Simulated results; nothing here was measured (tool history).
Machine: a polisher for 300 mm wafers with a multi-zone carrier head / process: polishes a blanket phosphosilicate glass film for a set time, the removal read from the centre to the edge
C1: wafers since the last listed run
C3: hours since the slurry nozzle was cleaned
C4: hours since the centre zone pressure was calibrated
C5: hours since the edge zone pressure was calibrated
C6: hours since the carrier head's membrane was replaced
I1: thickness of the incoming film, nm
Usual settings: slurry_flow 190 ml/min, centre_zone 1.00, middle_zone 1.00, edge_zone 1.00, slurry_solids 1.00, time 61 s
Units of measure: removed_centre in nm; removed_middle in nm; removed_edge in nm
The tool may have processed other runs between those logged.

{"run": 1, "day": 0.0, "slurry_flow": 130, "centre_zone": 1.0, "middle_zone": 1.0, "edge_zone": 1.0, "slurry_solids": 1.0, "time": 61, "C1": 0, "wafers polished on this pad": 2778, "C3": 525.3, "C4": 513.3, "C5": 611.3, "C6": 347.3, "I1": 2456.6, "removed_centre": 376.6, "removed_middle": 389.5, "removed_edge": 394.9}
{"run": 2, "day": 1.046, "slurry_flow": 230, "centre_zone": 1.0, "middle_zone": 1.0, "edge_zone": 1.0, "slurry_solids": 1.3, "time": 75, "C1": 364, "wafers polished on this pad": 3142, "C3": 550.4, "C4": 538.4, "C5": 636.4, "C6": 372.4, "I1": 2414.9, "removed_centre": 592.9, "removed_middle": 615.3, "removed_edge": 608.8}
{"run": 3, "day": 3.054, "slurry_flow": 235, "centre_zone": 0.91, "middle_zone": 1.0, "edge_zone": 1.0, "slurry_solids": 1.0, "time": 81, "C1": 699, "wafers polished on this pad": 3842, "C3": 598.6, "C4": 586.6, "C5": 684.6, "C6": 420.6, "I1": 2401.7, "removed_centre": 494.6, "removed_middle": 560.4, "removed_edge": 550.4}
{"day": 4.175, "done": "edge zone pressure recalibrated"}
{"run": 4, "day": 4.35, "slurry_flow": 190, "centre_zone": 1.0, "middle_zone": 1.0, "edge_zone": 1.0, "slurry_solids": 1.0, "time": 61, "C1": 422, "wafers polished on this pad": 4264, "C3": 629.7, "C4": 617.7, "C5": 4.2, "C6": 451.7, "I1": 2392.0, "removed_centre": 400.0, "removed_middle": 404.1, "removed_edge": 404.5}
{"run": 5, "day": 6.842, "slurry_flow": 230, "centre_zone": 1.0, "middle_zone": 1.0, "edge_zone": 0.97, "slurry_solids": 1.3, "time": 71, "C1": 867, "wafers polished on this pad": 5132, "C3": 689.5, "C4": 677.5, "C5": 64.0, "C6": 511.5, "I1": 2406.7, "removed_centre": 559.1, "removed_middle": 568.9, "removed_edge": 560.2}
{"day": 9.025, "done": "worn pad replaced by a new one"}
{"run": 6, "day": 9.438, "slurry_flow": 190, "centre_zone": 1.0, "middle_zone": 1.0, "edge_zone": 0.91, "slurry_solids": 1.15, "time": 61, "C1": 846, "wafers polished on this pad": 143, "C3": 751.8, "C4": 739.8, "C5": 126.3, "C6": 573.8, "I1": 2436.4, "removed_centre": 431.7, "removed_middle": 441.3, "removed_edge": 418.4}
{"run": 7, "day": 12.162, "slurry_flow": 190, "centre_zone": 1.0, "middle_zone": 1.0, "edge_zone": 1.0, "slurry_solids": 1.0, "time": 61, "C1": 949, "wafers polished on this pad": 1093, "C3": 817.2, "C4": 805.2, "C5": 191.7, "C6": 639.2, "I1": 2440.0, "removed_centre": 391.9, "removed_middle": 398.0, "removed_edge": 400.7}
{"run": 8, "day": 13.208, "slurry_flow": 150, "centre_zone": 1.0, "middle_zone": 1.0, "edge_zone": 1.0, "slurry_solids": 1.0, "time": 69, "C1": 364, "wafers polished on this pad": 1457, "C3": 842.3, "C4": 830.3, "C5": 216.8, "C6": 664.3, "I1": 2429.4, "removed_centre": 425.0, "removed_middle": 442.3, "removed_edge": 447.2}
{"run": 9, "day": 15.438, "slurry_flow": 235, "centre_zone": 1.0, "middle_zone": 0.94, "edge_zone": 1.07, "slurry_solids": 1.0, "time": 61, "C1": 776, "wafers polished on this pad": 2233, "C3": 895.8, "C4": 883.8, "C5": 270.3, "C6": 717.8, "I1": 2466.2, "removed_centre": 397.7, "removed_middle": 380.4, "removed_edge": 422.7}
{"day": 17.058, "done": "slurry nozzle cleaned"}
{"run": 10, "day": 18.25, "slurry_flow": 250, "centre_zone": 1.0, "middle_zone": 1.05, "edge_zone": 0.95, "slurry_solids": 1.0, "time": 61, "C1": 965, "wafers polished on this pad": 3199, "C3": 28.6, "C4": 951.3, "C5": 337.8, "C6": 785.3, "I1": 2447.0, "removed_centre": 417.7, "removed_middle": 446.7, "removed_edge": 409.6}
{"run": 11, "day": 19.825, "slurry_flow": 220, "centre_zone": 1.0, "middle_zone": 1.0, "edge_zone": 1.0, "slurry_solids": 1.0, "time": 61, "C1": 548, "wafers polished on this pad": 3747, "C3": 66.4, "C4": 989.1, "C5": 375.6, "C6": 823.1, "I1": 2443.5, "removed_centre": 417.3, "removed_middle": 409.5, "removed_edge": 425.8}
{"run": 12, "day": 21.925, "slurry_flow": 190, "centre_zone": 1.0, "middle_zone": 1.0, "edge_zone": 1.1, "slurry_solids": 1.0, "time": 61, "C1": 731, "wafers polished on this pad": 4479, "C3": 116.8, "C4": 1039.5, "C5": 426.0, "C6": 873.5, "I1": 2441.9, "removed_centre": 403.8, "removed_middle": 418.7, "removed_edge": 433.9}
{"run": 13, "day": 24.454, "slurry_flow": 140, "centre_zone": 1.0, "middle_zone": 1.08, "edge_zone": 1.0, "slurry_solids": 1.0, "time": 61, "C1": 881, "wafers polished on this pad": 5360, "C3": 177.5, "C4": 1100.2, "C5": 486.7, "C6": 934.2, "I1": 2424.4, "removed_centre": 392.9, "removed_middle": 428.7, "removed_edge": 398.6}
{"day": 25.85, "done": "worn pad replaced by a new one"}
{"run": 14, "day": 27.246, "slurry_flow": 190, "centre_zone": 1.0, "middle_zone": 0.96, "edge_zone": 1.0, "slurry_solids": 1.0, "time": 61, "C1": 914, "wafers polished on this pad": 486, "C3": 244.5, "C4": 1167.2, "C5": 553.7, "C6": 1001.2, "I1": 2414.8, "removed_centre": 408.0, "removed_middle": 400.3, "removed_edge": 410.0}
{"day": 28.488, "done": "edge zone pressure recalibrated"}
{"run": 15, "day": 28.508, "slurry_flow": 230, "centre_zone": 1.0, "middle_zone": 1.0, "edge_zone": 0.97, "slurry_solids": 1.3, "time": 71, "C1": 410, "wafers polished on this pad": 896, "C3": 274.8, "C4": 1197.5, "C5": 0.5, "C6": 1031.5, "I1": 2408.9, "removed_centre": 572.4, "removed_middle": 578.1, "removed_edge": 574.6}
{"run": 16, "day": 29.738, "slurry_flow": 240, "centre_zone": 0.95, "middle_zone": 1.04, "edge_zone": 1.0, "slurry_solids": 1.0, "time": 43, "C1": 428, "wafers polished on this pad": 1325, "C3": 304.3, "C4": 1227.0, "C5": 30.0, "C6": 1061.0, "I1": 2445.4, "removed_centre": 276.8, "removed_middle": 309.8, "removed_edge": 299.6}
{"run": 17, "day": 31.521, "slurry_flow": 190, "centre_zone": 1.0, "middle_zone": 1.0, "edge_zone": 0.94, "slurry_solids": 1.0, "time": 61, "C1": 621, "wafers polished on this pad": 1946, "C3": 347.1, "C4": 1269.8, "C5": 72.8, "C6": 1103.8, "I1": 2389.4, "removed_centre": 405.4, "removed_middle": 418.4, "removed_edge": 396.2}
{"run": 18, "day": 33.179, "slurry_flow": 250, "centre_zone": 1.03, "middle_zone": 1.03, "edge_zone": 1.0, "slurry_solids": 1.0, "time": 79, "C1": 577, "wafers polished on this pad": 2524, "C3": 386.9, "C4": 1309.6, "C5": 112.6, "C6": 1143.6, "I1": 2420.4, "removed_centre": 554.5, "removed_middle": 574.4, "removed_edge": 553.0}
{"day": 33.892, "done": "carrier head's membrane replaced by a new one"}
{"run": 19, "day": 34.617, "slurry_flow": 190, "centre_zone": 1.0, "middle_zone": 1.06, "edge_zone": 1.0, "slurry_solids": 1.0, "time": 61, "C1": 428, "wafers polished on this pad": 2952, "C3": 421.4, "C4": 1344.1, "C5": 147.1, "C6": 17.4, "I1": 2402.2, "removed_centre": 405.2, "removed_middle": 421.8, "removed_edge": 413.0}
{"day": 35.858, "done": "centre zone pressure recalibrated"}
{"run": 20, "day": 36.804, "slurry_flow": 190, "centre_zone": 1.0, "middle_zone": 1.0, "edge_zone": 1.0, "slurry_solids": 1.0, "time": 61, "C1": 732, "wafers polished on this pad": 3685, "C3": 473.9, "C4": 22.7, "C5": 199.6, "C6": 69.9, "I1": 2453.7, "removed_centre": 403.5, "removed_middle": 416.3, "removed_edge": 412.9}

Hidden condition of the tool, last listed run before each entry between runs versus first listed run after:
From run 3 to run 4: edge zone pressure recalibrated (day 4.175)
  slurry flow missing at the pad, %: 15.2 -> 16.5
  difference, measured minus the result without the unlogged condition, removed_centre: -8.8 -> -9.2 nm; removed_middle: -8.9 -> -8.2 nm; removed_edge: -6.5 -> -6.0 nm
From run 5 to run 6: worn pad replaced by a new one (day 9.025)
  slurry flow missing at the pad, %: 19.2 -> 22.3
  difference, measured minus the result without the unlogged condition, removed_centre: -13.2 -> -14.1 nm; removed_middle: -12.0 -> -12.8 nm; removed_edge: -8.7 -> -8.9 nm
From run 9 to run 10: slurry nozzle cleaned (day 17.058)
  slurry flow missing at the pad, %: 30.5 -> 0.821
  difference, measured minus the result without the unlogged condition, removed_centre: -16.4 -> -0.3 nm; removed_middle: -13.9 -> -0.4 nm; removed_edge: -11.4 -> -0.2 nm
From run 13 to run 14: worn pad replaced by a new one (day 25.850)
  slurry flow missing at the pad, %: 1.88 -> 2.86
  difference, measured minus the result without the unlogged condition, removed_centre: -1.1 -> -1.4 nm; removed_middle: -1.1 -> -1.2 nm; removed_edge: -0.8 -> -1.0 nm
From run 14 to run 15: edge zone pressure recalibrated (day 28.488)
  slurry flow missing at the pad, %: 2.86 -> 3.4
  difference, measured minus the result without the unlogged condition, removed_centre: -1.4 -> -2.1 nm; removed_middle: -1.2 -> -1.9 nm; removed_edge: -1.0 -> -1.4 nm
From run 18 to run 19: carrier head's membrane replaced by a new one (day 33.892)
  slurry flow missing at the pad, %: 5.97 -> 6.93
  difference, measured minus the result without the unlogged condition, removed_centre: -3.4 -> -3.6 nm; removed_middle: -3.2 -> -3.4 nm; removed_edge: -2.3 -> -2.4 nm
From run 19 to run 20: centre zone pressure recalibrated (day 35.858)
  slurry flow missing at the pad, %: 6.93 -> 8.56
  difference, measured minus the result without the unlogged condition, removed_centre: -3.6 -> -4.4 nm; removed_middle: -3.4 -> -4.1 nm; removed_edge: -2.4 -> -3.0 nm
